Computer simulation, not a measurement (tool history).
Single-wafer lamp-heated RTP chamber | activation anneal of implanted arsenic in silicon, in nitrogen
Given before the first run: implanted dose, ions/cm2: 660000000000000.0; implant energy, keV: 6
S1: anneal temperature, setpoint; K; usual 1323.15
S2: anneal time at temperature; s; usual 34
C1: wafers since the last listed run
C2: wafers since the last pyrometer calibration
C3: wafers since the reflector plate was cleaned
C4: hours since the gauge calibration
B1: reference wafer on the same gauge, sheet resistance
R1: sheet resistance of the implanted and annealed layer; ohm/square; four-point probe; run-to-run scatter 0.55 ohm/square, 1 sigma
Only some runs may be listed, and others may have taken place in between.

run,hour,S1,S2,C1,C2,C3,C4,B1,R1
1,0,1323.15,34,0,1246,3335,156.3,172.89,156.02
2,9.9,1323.15,34,143,1389,3479,166.2,173.04,155.47
# hour 62.3: reflector plate cleaned
3,62.8,1323.15,23,652,2042,6,219.1,173.08,160.55
4,70.2,1323.15,23,107,2149,114,226.5,172.99,160.28
5,77.8,1323.15,34,110,2260,224,234.1,173.15,154.39
6,95,1323.15,34,249,2510,474,251.3,172.95,154.77
7,104.2,1323.15,34,133,2643,608,260.5,173.04,154.25
8,113.2,1323.15,34,130,2774,739,269.5,173,154.38
9,130.5,1323.15,34,251,3025,990,286.8,173.13,155.03
10,156.9,1345.15,34,383,3409,1373,313.2,172.8,147.3
11,164.9,1345.15,34,116,3525,1490,321.2,173,147.34
12,180.3,1345.15,34,223,3749,1713,336.6,172.99,147.49
13,189.3,1335.15,34,130,3879,1844,345.6,173.1,149.96
# hour 197.4: gauge calibrated
# hour 201.4: pyrometer window cleaned and pyrometer calibrated
14,239.8,1335.15,34,617,557,2462,42.4,173.1,153.3
15,251.1,1323.15,34,164,721,2626,53.7,173.14,155.89
16,268.2,1323.15,34,248,969,2874,70.8,172.86,157.02
17,277.9,1323.15,34,140,1110,3015,80.5,172.88,155.83
18,294.4,1323.15,34,239,1350,3255,97,173.01,156.2
19,306.6,1323.15,34,177,1527,3432,109.2,173.07,155.61
20,350.3,1343.15,34,634,2162,4067,152.9,173.12,149.21
21,361,1323.15,34,155,2318,4222,163.6,172.94,155.5
22,368.1,1302.15,26,103,2421,4325,170.7,173.01,166.55
23,374.3,1295.15,21,90,2511,4415,176.9,172.84,173.75
# hour 391.5: reflector plate cleaned
24,392,1341.15,19,140,2652,7,194.6,173.11,157.45
25,396.6,1296.15,15,66,2719,74,199.2,173.11,180.2
26,403.9,1323.15,34,106,2825,180,206.5,173.15,153.95
27,413.4,1301.15,34,138,2963,318,216,172.92,161.88
28,429.9,1323.15,34,239,3202,558,232.5,172.91,154.72
29,439.5,1333.15,27,139,3342,697,242.1,173.04,154.38
30,447.1,1323.15,16,110,3452,807,249.7,173.02,165.31
31,464.2,1323.15,18,248,3701,1056,266.8,172.97,163.8
32,479.8,1323.15,34,226,3927,1282,282.4,172.89,153.83
# hour 492.4: pyrometer window cleaned and pyrometer calibrated
33,492.9,1323.15,29,74,7,1357,295.5,172.72,160.15
34,500.4,1323.15,34,108,116,1465,303,173.03,157.1
35,512.2,1323.15,34,171,288,1637,314.8,173.08,157.2
36,526,1311.15,43,200,488,1837,328.6,173.06,155.97

Table of differences, measured result less the result of that run with no hidden state. Run-to-run variation is the same in both. Gauge scatter possibly is not:
Hidden conditions of the tool in this case: true wafer temperature minus pyrometer reading, K; wafer temperature error from the tarnished reflector plate, K; gauge reads high (%).
run,R1
1,-1.51
2,-1.64
3,-2.72
4,-2.84
5,-2.6
6,-2.85
7,-2.97
8,-3.1
9,-3.35
10,-3.24
11,-3.34
12,-3.53
13,-3.84
14,-0.57
15,-0.77
16,-1.03
17,-1.16
18,-1.4
19,-1.57
20,-1.94
21,-2.35
22,-3.29
23,-3.98
24,-2.84
25,-4.88
26,-2.93
27,-3.74
28,-3.31
29,-3.41
30,-4.52
31,-4.64
32,-3.99
33,-0.8
34,-0.86
35,-1.03
36,-1.24
